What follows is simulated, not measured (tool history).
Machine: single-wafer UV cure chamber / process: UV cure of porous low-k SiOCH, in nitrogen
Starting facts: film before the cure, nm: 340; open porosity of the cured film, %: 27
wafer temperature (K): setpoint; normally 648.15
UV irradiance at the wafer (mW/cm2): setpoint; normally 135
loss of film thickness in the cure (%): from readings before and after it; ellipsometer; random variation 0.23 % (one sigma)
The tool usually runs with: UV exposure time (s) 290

run     day  wafer temperature (K)  UV exposure time (s)  UV irradiance at the wafer (mW/cm2)  loss of film thickness in the cure (%)
  1       0                 648.15                   290                                  135                                  16.244
  2   3.825                 648.15                   395                                  135                                   18.09
  3   8.196                 648.15                   395                                  135                                  17.974
  4    12.5                 636.15                   290                                  135                                  15.771
     13.808  -- quartz window cleaned
  5  16.229                 636.15                   290                                  135                                  15.753
  6  19.083                 648.15                   160                                  135                                  12.873
  7  22.683                 648.15                   160                                  135                                  12.447
  8  27.183                 648.15                   160                                  135                                  12.754
  9  28.792                 648.15                   190                                  135                                  13.383
 10  30.688                 648.15                   190                                  135                                  13.576
     33.912  -- quartz window cleaned
 11  34.262                 648.15                   290                                  135                                  17.282
 12  36.367                 648.15                   385                                  135                                  18.166
 13  39.904                 642.15                   415                                  135                                  17.922
 14  41.683                 636.15                   290                                  102                                  14.222
       44.2  -- UV bulbs replaced
 15  45.608                 648.15                   200                                  104                                  12.571
 16  48.075                 648.15                   160                                  135                                  12.519
 17  49.879                 648.15                   290                                  135                                   15.38
 18  52.621                 648.15                   165                                  135                                  12.759
     53.271  -- quartz window cleaned
 19  55.317                 638.15                   290                                  135                                  16.426
 20  59.258                 668.15                   290                                  160                                  17.244
 21  62.017                 648.15                   160                                  135                                   12.74
 22  63.692                 648.15                   290                                  135                                  15.822
 23    67.4                 648.15                   385                                  157                                  18.078

List, for all runs, the conditions of the tool that the log does not record:
lamp output below its setpoint, %: 0 at every run
H1: transmission lost against a clean window, %
run    H1
  1  7.72
  2    14
  3  17.7
  4  19.4
  5     9
  6  14.3
  7  18.3
  8  20.8
  9  21.3
 10  21.8
 11  2.01
 12   7.9
 13  14.1
 14  16.1
 15  18.9
 16  19.9
 17  20.4
 18  20.9
 19   8.9
 20  16.1
 21    19
 22  20.2
 23  21.9

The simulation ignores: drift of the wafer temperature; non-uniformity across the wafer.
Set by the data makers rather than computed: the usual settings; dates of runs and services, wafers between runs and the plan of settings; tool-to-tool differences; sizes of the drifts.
